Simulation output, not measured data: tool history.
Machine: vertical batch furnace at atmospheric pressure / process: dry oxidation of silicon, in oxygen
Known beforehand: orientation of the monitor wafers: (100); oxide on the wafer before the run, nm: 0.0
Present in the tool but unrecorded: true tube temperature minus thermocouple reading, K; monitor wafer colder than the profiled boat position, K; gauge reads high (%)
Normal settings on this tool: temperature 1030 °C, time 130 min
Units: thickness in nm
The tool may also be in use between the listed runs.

run     day  temperature   time  wafers since the last listed run  hours since the last temperature calibration  hours since the boat lift was adjusted  hours since the gauge calibration  read-back reference wafer on the same gauge, thickness  thickness
  1       0         1030    130                                 0                                          3443                                  3825.3                              295.9                                                  123.54     110.68
  2   1.875         1030    130                               393                                          3488                                  3870.3                              340.9                                                  123.39     111.46
  3   4.067         1030    130                               459                                        3540.6                                  3922.9                              393.5                                                  123.89     110.62
  4   6.575         1030    130                               525                                        3600.8                                  3983.1                              453.7                                                  124.57     110.57
  5   7.592         1030    130                               213                                        3625.2                                  4007.5                              478.1                                                  124.63     112.28
  6   9.175         1030    130                               331                                        3663.2                                  4045.5                              516.1                                                  125.02     112.72
      9.592  -- gauge calibrated
     11.346  -- thermocouples replaced and temperature profile calibrated
  7  11.442         1030    130                               265                                           2.3                                  4099.9                               44.4                                                  121.65     109.18
  8  13.004         1030    130                               327                                          39.8                                  4137.4                               81.9                                                  122.03     109.25
  9  15.554         1030    130                               534                                           101                                  4198.6                              143.1                                                  122.06     109.52
 10  18.029         1049    130                               518                                         160.4                                    4258                              202.5                                                  122.35      127.7
 11  19.283         1030    130                               262                                         190.5                                  4288.1                              232.6                                                  122.09     110.69
 12  21.404         1005     82                               444                                         241.4                                    4339                              283.5                                                   122.6      64.23
 13  22.725         1051   99.5                               276                                         273.1                                  4370.7                              315.2                                                  122.76     110.68
 14  25.246         1016  174.5                               528                                         333.6                                  4431.2                              375.7                                                   123.1     118.39
 15  26.683         1030    130                               301                                         368.1                                  4465.7                              410.2                                                  123.41     111.66
 16  27.729         1046    130                               219                                         393.2                                  4490.8                              435.3                                                  123.84     125.91
     29.183  -- gauge calibrated
       29.6  -- boat lift adjusted
 17  29.621         1044     66                               186                                         438.6                                     0.5                               10.5                                                  121.85      78.65
 18  31.733         1030   74.5                               442                                         489.3                                    51.2                               61.2                                                  121.68      75.62
 19  33.012         1030    130                               268                                           520                                    81.9                               91.9                                                  122.03     108.62
 20  35.704         1030   82.5                               564                                         584.6                                   146.5                              156.5                                                  122.01      81.42
 21  37.438         1020    100                               363                                         626.2                                   188.1                              198.1                                                  122.36      83.86

Measured result minus the same run's result without the hidden state. Both carry the same run-to-run variation, though not necessarily the same gauge scatter:
run  thickness
  1      +1.12
  2      +1.38
  3       +1.7
  4      +2.12
  5      +2.35
  6      +2.68
  7      -0.04
  8      +0.01
  9      +0.12
 10      +0.35
 11      +0.42
 12      +0.37
 13       +0.8
 14      +1.23
 15       +1.4
 16      +1.78
 17      +0.02
 18      +0.04
 19       +0.1
 20      +0.18
 21      +0.28

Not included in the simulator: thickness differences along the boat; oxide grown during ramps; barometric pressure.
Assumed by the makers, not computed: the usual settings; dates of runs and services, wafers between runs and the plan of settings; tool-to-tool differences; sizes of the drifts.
